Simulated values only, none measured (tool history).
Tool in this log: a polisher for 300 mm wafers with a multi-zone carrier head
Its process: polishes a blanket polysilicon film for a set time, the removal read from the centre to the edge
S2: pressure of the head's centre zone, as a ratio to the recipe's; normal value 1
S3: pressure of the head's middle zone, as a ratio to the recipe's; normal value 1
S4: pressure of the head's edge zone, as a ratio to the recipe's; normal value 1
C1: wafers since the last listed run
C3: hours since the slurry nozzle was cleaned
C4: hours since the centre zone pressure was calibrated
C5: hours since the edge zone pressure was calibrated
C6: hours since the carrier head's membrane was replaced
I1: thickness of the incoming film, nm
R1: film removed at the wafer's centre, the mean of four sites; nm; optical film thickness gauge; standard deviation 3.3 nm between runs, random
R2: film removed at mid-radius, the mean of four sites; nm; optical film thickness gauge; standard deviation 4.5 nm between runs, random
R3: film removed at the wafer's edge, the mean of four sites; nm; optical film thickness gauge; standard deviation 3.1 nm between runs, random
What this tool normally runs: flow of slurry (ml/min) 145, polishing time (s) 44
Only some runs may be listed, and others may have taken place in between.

Run 1, hour 0: usual settings; C1 0; wafers polished on this pad 1258; C3 424.1; C4 935.9; C5 1064.8; C6 1319; I1 1812.8. Result: R1 321.2 nm, R2 306.4 nm, R3 326.6 nm.
Run 2, hour 13.9: usual settings but polishing time (s) 40; C1 191; wafers polished on this pad 1449; C3 438; C4 949.8; C5 1078.7; C6 1332.9; I1 1832.7. Result: R1 285.5 nm, R2 281.2 nm, R3 293.9 nm.
At hour 61.3: edge zone pressure recalibrated.
Run 3, hour 108.9: usual settings but S4 1.11; C1 1283; wafers polished on this pad 2732; C3 533; C4 1044.8; C5 47.6; C6 1427.9; I1 1852.7. Result: R1 288.3 nm, R2 277.9 nm, R3 314.6 nm.
At hour 126.5: worn pad replaced by a new one.
Run 4, hour 133.6: usual settings but S2 0.94; C1 285; wafers polished on this pad 97; C3 557.7; C4 1069.5; C5 72.3; C6 1452.6; I1 1842.2. Result: R1 294.9 nm, R2 299 nm, R3 324 nm.
Run 5, hour 163: usual settings but S4 0.89, polishing time (s) 51; C1 405; wafers polished on this pad 503; C3 587.1; C4 1098.9; C5 101.7; C6 1482; I1 1812.3. Result: R1 366.5 nm, R2 349.2 nm, R3 357.5 nm.
Run 6, hour 196.1: usual settings but flow of slurry (ml/min) 175, S3 0.92; C1 456; wafers polished on this pad 959; C3 620.2; C4 1132; C5 134.8; C6 1515.1; I1 1838.9. Result: R1 329.4 nm, R2 303.4 nm, R3 341 nm.
At hour 221.9: carrier head's membrane replaced by a new one.
Run 7, hour 222.4: usual settings but flow of slurry (ml/min) 165, S2 0.95; C1 293; wafers polished on this pad 1253; C3 646.5; C4 1158.3; C5 161.1; C6 0.5; I1 1788.4. Result: R1 306.2 nm, R2 313.6 nm, R3 333.7 nm.
Run 8, hour 249.5: usual settings but flow of slurry (ml/min) 130, S2 0.9, S3 0.94, polishing time (s) 48; C1 373; wafers polished on this pad 1627; C3 673.6; C4 1185.4; C5 188.2; C6 27.6; I1 1796.1. Result: R1 287.6 nm, R2 294.7 nm, R3 340.3 nm.
Run 9, hour 262.5: usual settings but S4 1.09; C1 179; wafers polished on this pad 1806; C3 686.6; C4 1198.4; C5 201.2; C6 40.6; I1 1834.4. Result: R1 296.9 nm, R2 300.8 nm, R3 322.8 nm.
Run 10, hour 293.8: usual settings but S3 0.93, polishing time (s) 53; C1 431; wafers polished on this pad 2238; C3 717.9; C4 1229.7; C5 232.5; C6 71.9; I1 1853.4. Result: R1 351.1 nm, R2 329.6 nm, R3 369.9 nm.
Run 11, hour 319.2: usual settings but S3 1.08, S4 1.09; C1 350; wafers polished on this pad 2589; C3 743.3; C4 1255.1; C5 257.9; C6 97.3; I1 1832. Result: R1 285.5 nm, R2 298.5 nm, R3 311 nm.
At hour 326.5: centre zone pressure recalibrated.
At hour 336.7: worn pad replaced by a new one.
At hour 337.4: slurry nozzle cleaned.
Run 12, hour 338.9: usual settings but flow of slurry (ml/min) 100, S2 1.1, S4 0.97, polishing time (s) 58; C1 178; wafers polished on this pad 20; C3 1.5; C4 12.4; C5 277.6; C6 117; I1 1835.3. Result: R1 465.2 nm, R2 416.1 nm, R3 438.8 nm.
Run 13, hour 373.4: usual settings but S2 1.04, S3 0.93, S4 0.96; C1 475; wafers polished on this pad 496; C3 36; C4 46.9; C5 312.1; C6 151.5; I1 1796.5. Result: R1 361.7 nm, R2 329.3 nm, R3 350.2 nm.
Run 14, hour 404.1: usual settings; C1 423; wafers polished on this pad 919; C3 66.7; C4 77.6; C5 342.8; C6 182.2; I1 1816.2. Result: R1 347.5 nm, R2 337.9 nm, R3 345.5 nm.
Run 15, hour 429.4: usual settings; C1 349; wafers polished on this pad 1268; C3 92; C4 102.9; C5 368.1; C6 207.5; I1 1818.7. Result: R1 339.8 nm, R2 334.1 nm, R3 342.3 nm.
Run 16, hour 453.6: usual settings but S4 1.07; C1 333; wafers polished on this pad 1602; C3 116.2; C4 127.1; C5 392.3; C6 231.7; I1 1834.7. Result: R1 337.4 nm, R2 327.5 nm, R3 348.2 nm.
Run 17, hour 470.2: usual settings but flow of slurry (ml/min) 175, S3 0.92; C1 229; wafers polished on this pad 1831; C3 132.8; C4 143.7; C5 408.9; C6 248.3; I1 1820. Result: R1 345.3 nm, R2 318.4 nm, R3 345.6 nm.
Run 18, hour 488.8: usual settings; C1 256; wafers polished on this pad 2088; C3 151.4; C4 162.3; C5 427.5; C6 266.9; I1 1825.1. Result: R1 333 nm, R2 319 nm, R3 328.1 nm.
Run 19, hour 514.9: usual settings but flow of slurry (ml/min) 190, S2 1.04; C1 360; wafers polished on this pad 2448; C3 177.5; C4 188.4; C5 453.6; C6 293; I1 1795.8. Result: R1 355.2 nm, R2 329.2 nm, R3 335.7 nm.
Run 20, hour 527.6: usual settings but flow of slurry (ml/min) 165, polishing time (s) 49; C1 175; wafers polished on this pad 2623; C3 190.2; C4 201.1; C5 466.3; C6 305.7; I1 1800.3. Result: R1 367 nm, R2 360.1 nm, R3 362.8 nm.
Run 21, hour 542.8: usual settings but S2 1.08, S3 1.05; C1 209; wafers polished on this pad 2833; C3 205.4; C4 216.3; C5 481.5; C6 320.9; I1 1816.5. Result: R1 335 nm, R2 312.5 nm, R3 313.7 nm.
At hour 557: worn pad replaced by a new one.
Run 22, hour 570.7: usual settings; C1 329; wafers polished on this pad 189; C3 233.3; C4 244.2; C5 509.4; C6 348.8; I1 1835.5. Result: R1 342.2 nm, R2 328.2 nm, R3 341.4 nm.

What would each run have given without the hidden state, its run-to-run variation left as it was?
Hidden state at play: removal rate lost through wear of the pad, %; slurry flow missing at the pad, %; deviation of the centre zone's pressure from its setpoint, %; deviation of the edge zone's pressure from its setpoint, %.
run     R1     R2     R3
  1  370.9  348.3  359.2
  2  332.4  322.2  325.6
  3  363.1  343.8  375.2
  4  340.9  339.5  354.4
  5    426  398.5  392.7
  6  376.9  342.3  373.3
  7  357.1    360  370.6
  8  353.2  353.9    390
  9  361.1  358.9    370
 10  437.3  402.6  433.8
 11  363.9    373    373
 12  469.6  419.8  442.1
 13  369.9  336.1  356.1
 14  361.3  350.3    356
 15  359.2  351.9  357.6
 16  363.3    351  369.5
 17  374.2  343.6  369.8
 18  370.1  352.4  357.9
 19  399.9    369  372.5
 20  421.8  411.4  409.3
 21    395  365.7  361.2
 22    367    349  356.7
